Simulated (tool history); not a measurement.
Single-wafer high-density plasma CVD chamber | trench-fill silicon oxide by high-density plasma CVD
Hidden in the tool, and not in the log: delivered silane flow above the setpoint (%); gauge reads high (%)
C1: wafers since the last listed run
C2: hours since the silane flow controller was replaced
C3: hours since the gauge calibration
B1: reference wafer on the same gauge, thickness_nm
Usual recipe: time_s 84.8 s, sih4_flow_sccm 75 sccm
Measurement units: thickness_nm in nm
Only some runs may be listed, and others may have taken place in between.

run 1 day=0.000 | time_s=97.0 sih4_flow_sccm=75 | C1=0 C2=2693.1 C3=464.5 | B1=489.775 | thickness_nm=687.986
run 2 day=4.250 | time_s=97.0 sih4_flow_sccm=75 | C1=1284 C2=2795.1 C3=566.5 | B1=490.237 | thickness_nm=691.862
run 3 day=7.542 | time_s=84.8 sih4_flow_sccm=63 | C1=994 C2=2874.1 C3=645.5 | B1=490.359 | thickness_nm=506.697
run 4 day=9.642 | time_s=84.8 sih4_flow_sccm=75 | C1=634 C2=2924.5 C3=695.9 | B1=489.803 | thickness_nm=605.401
run 5 day=12.183 | time_s=84.8 sih4_flow_sccm=75 | C1=768 C2=2985.5 C3=756.9 | B1=490.118 | thickness_nm=604.306
run 6 day=16.121 | time_s=84.8 sih4_flow_sccm=83 | C1=1189 C2=3080.0 C3=851.4 | B1=490.397 | thickness_nm=670.986
run 7 day=19.921 | time_s=84.8 sih4_flow_sccm=83 | C1=1148 C2=3171.2 C3=942.6 | B1=490.153 | thickness_nm=672.563
run 8 day=24.250 | time_s=91.6 sih4_flow_sccm=69 | C1=1308 C2=3275.1 C3=1046.5 | B1=489.530 | thickness_nm=609.336
run 9 day=26.021 | time_s=72.9 sih4_flow_sccm=64 | C1=535 C2=3317.6 C3=1089.0 | B1=489.710 | thickness_nm=448.921
run 10 day=30.446 | time_s=78.2 sih4_flow_sccm=75 | C1=1337 C2=3423.8 C3=1195.2 | B1=490.208 | thickness_nm=565.976
run 11 day=34.175 | time_s=92.0 sih4_flow_sccm=61 | C1=1126 C2=3513.3 C3=1284.7 | B1=489.616 | thickness_nm=543.731
-- day=36.646 silane flow controller replaced
run 12 day=38.221 | time_s=84.8 sih4_flow_sccm=61 | C1=1121 C2=37.8 C3=1381.8 | B1=490.451 | thickness_nm=472.177
-- day=41.121 gauge calibrated
run 13 day=42.108 | time_s=97.1 sih4_flow_sccm=89 | C1=1174 C2=131.1 C3=23.7 | B1=490.286 | thickness_nm=787.631
run 14 day=45.662 | time_s=84.8 sih4_flow_sccm=75 | C1=1074 C2=216.4 C3=109.0 | B1=489.990 | thickness_nm=584.639

Expected results for the next run?
run 15 day=58.679 | time_s=97.0 sih4_flow_sccm=75 | C1=3933 C2=528.8 C3=421.4 | B1=? | thickness_nm=?

Run 15 yielded B1 490.252, thickness_nm 662.043 nm.
Without the tool's hidden state the same run would have given thickness_nm 661.962 nm.

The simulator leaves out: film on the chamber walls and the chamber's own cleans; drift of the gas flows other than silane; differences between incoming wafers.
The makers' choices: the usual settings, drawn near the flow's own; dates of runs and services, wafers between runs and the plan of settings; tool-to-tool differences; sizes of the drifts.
